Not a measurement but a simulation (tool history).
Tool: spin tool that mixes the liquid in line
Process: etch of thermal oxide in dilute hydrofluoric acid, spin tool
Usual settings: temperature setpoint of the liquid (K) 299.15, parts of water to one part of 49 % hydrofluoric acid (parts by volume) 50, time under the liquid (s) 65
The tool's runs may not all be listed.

run	hour	temperature setpoint of the liquid (K)	parts of water to one part of 49 % hydrofluoric acid (parts by volume)	time under the liquid (s)	read-back film thickness of the thermal oxide reference wafer, read on the same gauge (nm)	thickness taken off the thermal oxide on a monitor wafer (angstrom)
1	0	297.15	50	65	100.01	74
2	11	297.15	50	65	99.99	76.1
3	22.7	297.15	50	65	100.01	73.8
4	69.2	299.15	50	65	99.98	80.8
5	77.7	299.15	50	65	100.02	81.4
6	90.7	299.15	50	80	100	101
7	105.8	299.15	50	80	100.03	99.1
8	119.8	299.15	50	65	100	80.7
9	128.7	299.15	50	65	100.02	81.5
10	138.7	299.15	65	80	99.97	76.5
# hour 142.9: hydrofluoric acid flow meter replaced
11	153.5	302.65	50	65	100	94.3
12	164	299.15	50	65	100.03	82.2
13	178.3	299.15	50	65	100	81.7
14	189.7	299.15	50	75	99.96	94.2
# hour 198.6: thermometer replaced
15	203.1	299.15	50	75	100.03	85.7
16	211.9	299.15	50	100	100.02	113.4
17	224.9	297.15	25	30	100	65.9
# hour 238: gauge calibrated
18	252.6	299.15	30	90	100.01	173.2
19	269.5	303.65	65	35	100	36.3
20	276.8	303.15	30	55	100.02	126.5
21	283.4	302.15	50	50	100.02	64.8
22	300.6	303.65	50	95	99.98	132
23	307.6	299.15	50	65	100.01	74.3
24	315.6	297.15	40	45	100.02	61.3
25	333.2	299.15	50	75	100.04	86.3

Run 26 comes next. What will it give?
26	343.6	295.65	40	65	?	?

read-back film thickness of the thermal oxide reference wafer, read on the same gauge (nm): 100.03
thickness taken off the thermal oxide on a monitor wafer (angstrom): 82.2
Without the tool's hidden state the same run would have given thickness taken off the thermal oxide on a monitor wafer (angstrom) 80.7.

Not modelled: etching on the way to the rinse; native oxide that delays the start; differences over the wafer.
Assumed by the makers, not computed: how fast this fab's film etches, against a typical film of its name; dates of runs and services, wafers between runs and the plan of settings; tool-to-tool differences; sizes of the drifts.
